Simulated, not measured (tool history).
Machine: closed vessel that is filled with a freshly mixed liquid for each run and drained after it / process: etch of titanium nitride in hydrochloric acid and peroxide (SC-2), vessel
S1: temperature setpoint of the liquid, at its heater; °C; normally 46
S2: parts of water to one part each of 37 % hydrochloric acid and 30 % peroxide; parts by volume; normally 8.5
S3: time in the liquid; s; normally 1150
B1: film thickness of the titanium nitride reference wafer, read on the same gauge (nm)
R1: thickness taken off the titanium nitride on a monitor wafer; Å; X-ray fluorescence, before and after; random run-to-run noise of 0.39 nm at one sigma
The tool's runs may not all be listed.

run,day,S1,S2,S3,B1,R1
1,0,46,8.5,1150,70,463.9
2,2.804,46,7,1150,70.01,541.5
3,5.012,46,7,1150,70.02,543.7
4,7.708,46,8.5,1150,70.01,466.6
# day 8.683: gauge calibrated
5,9.712,46,8.5,1150,70.02,465.9
6,12.95,46,8.5,1150,70.05,473.6
7,15.542,46,8.5,1150,70.05,476.1
8,17.15,41.5,6,1150,69.99,458
9,19.842,46,9.5,1150,70,430.2
10,22.696,46,9.5,1150,70,434.3
11,25.238,46,9.5,1150,70.01,439.6
# day 25.946: new drum of peroxide connected
12,27.979,46,8.5,1150,69.96,485.5
13,29.688,46,4.5,1150,69.99,784.9
14,32.142,46,5,1150,69.97,725.5
15,34.633,43,12.5,1150,70.02,285.8
# day 35.862: chemicals flow meter replaced
# day 37.429: thermometer replaced
16,38.321,46,7.5,1150,69.96,459
17,40.692,46,8.5,1150,69.97,422.8
18,44.404,46,8.5,1680,69.99,613.1
19,47.8,49.5,6.5,1545,69.96,889.9
20,52.117,56,12.5,520,70.02,270.9
21,54.225,50,8.5,1785,70.01,876.2
22,56.304,56,12.5,520,69.99,276.2
# day 58.2: gauge calibrated
23,59.179,36.5,8.5,1650,70.02,309.9
# day 61.717: new drum of peroxide connected
24,63.021,46,7.5,1445,69.99,596.5

For run 25, what comes out?
25,65.779,46,8.5,1150,?,?

{"run 25": {"B1": 69.96, "R1": 430.1}}
Without the tool's hidden state the same run would have given R1 412.3 Å.

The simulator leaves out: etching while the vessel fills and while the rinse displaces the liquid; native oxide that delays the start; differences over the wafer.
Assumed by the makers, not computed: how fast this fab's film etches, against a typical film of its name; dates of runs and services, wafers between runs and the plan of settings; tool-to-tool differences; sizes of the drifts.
